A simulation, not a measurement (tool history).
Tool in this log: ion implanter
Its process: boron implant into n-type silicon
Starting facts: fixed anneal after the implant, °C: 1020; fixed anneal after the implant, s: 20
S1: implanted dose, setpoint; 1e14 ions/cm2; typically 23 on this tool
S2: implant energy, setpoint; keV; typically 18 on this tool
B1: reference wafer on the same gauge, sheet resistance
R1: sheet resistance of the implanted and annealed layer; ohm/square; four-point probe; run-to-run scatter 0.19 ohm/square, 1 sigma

run 1 day=0 | S1=23 S2=21.5 | B1=76.76 | R1=66.27
run 2 day=2.662 | S1=23 S2=21.5 | B1=76.98 | R1=66.31
run 3 day=4.054 | S1=23 S2=19.5 | B1=76.96 | R1=68.35
run 4 day=6.217 | S1=23 S2=19.5 | B1=76.91 | R1=68.33
run 5 day=8.6 | S1=23 S2=19.5 | B1=76.77 | R1=68.26
run 6 day=10.279 | S1=18.34 S2=18 | B1=76.85 | R1=78.76
run 7 day=13.121 | S1=18.34 S2=18 | B1=76.82 | R1=78.88
run 8 day=16 | S1=21.09 S2=18 | B1=76.92 | R1=73.72
run 9 day=20.188 | S1=21.09 S2=18 | B1=76.93 | R1=74.01
-- day=21.258 Faraday cup replaced and dose calibrated
run 10 day=22.479 | S1=23 S2=18 | B1=76.82 | R1=72.14
run 11 day=25.133 | S1=23 S2=14 | B1=76.87 | R1=79.06
run 12 day=27.65 | S1=23 S2=14 | B1=76.93 | R1=79.49
run 13 day=29.338 | S1=23 S2=14 | B1=76.86 | R1=79.09
run 14 day=30.775 | S1=23 S2=18 | B1=76.77 | R1=72.16
run 15 day=32.175 | S1=23 S2=18 | B1=76.82 | R1=71.91
run 16 day=34.088 | S1=23 S2=18 | B1=76.92 | R1=72.28
-- day=34.646 Faraday cup replaced and dose calibrated, repeated, since the last time left the tool worse
run 17 day=37.088 | S1=23 S2=23.5 | B1=77 | R1=64.25
-- day=37.229 gauge calibrated
-- day=39.642 extraction supply calibrated
run 18 day=40.017 | S1=19.74 S2=13.5 | B1=76.87 | R1=83.52
run 19 day=41.196 | S1=23 S2=24 | B1=76.89 | R1=63.81
run 20 day=42.275 | S1=18.96 S2=23.5 | B1=76.76 | R1=72.26
run 21 day=44.229 | S1=18.34 S2=18 | B1=76.93 | R1=77.92
run 22 day=45.742 | S1=23 S2=22.5 | B1=76.87 | R1=65.04

For run 23, what comes out?
run 23 day=48.688 | S1=19.61 S2=18 | B1=? | R1=?

B1: 76.76
R1: 75.57 ohm/square
If the tool had no hidden condition, the same run with the same run-to-run variation would have returned R1 75.29 ohm/square.
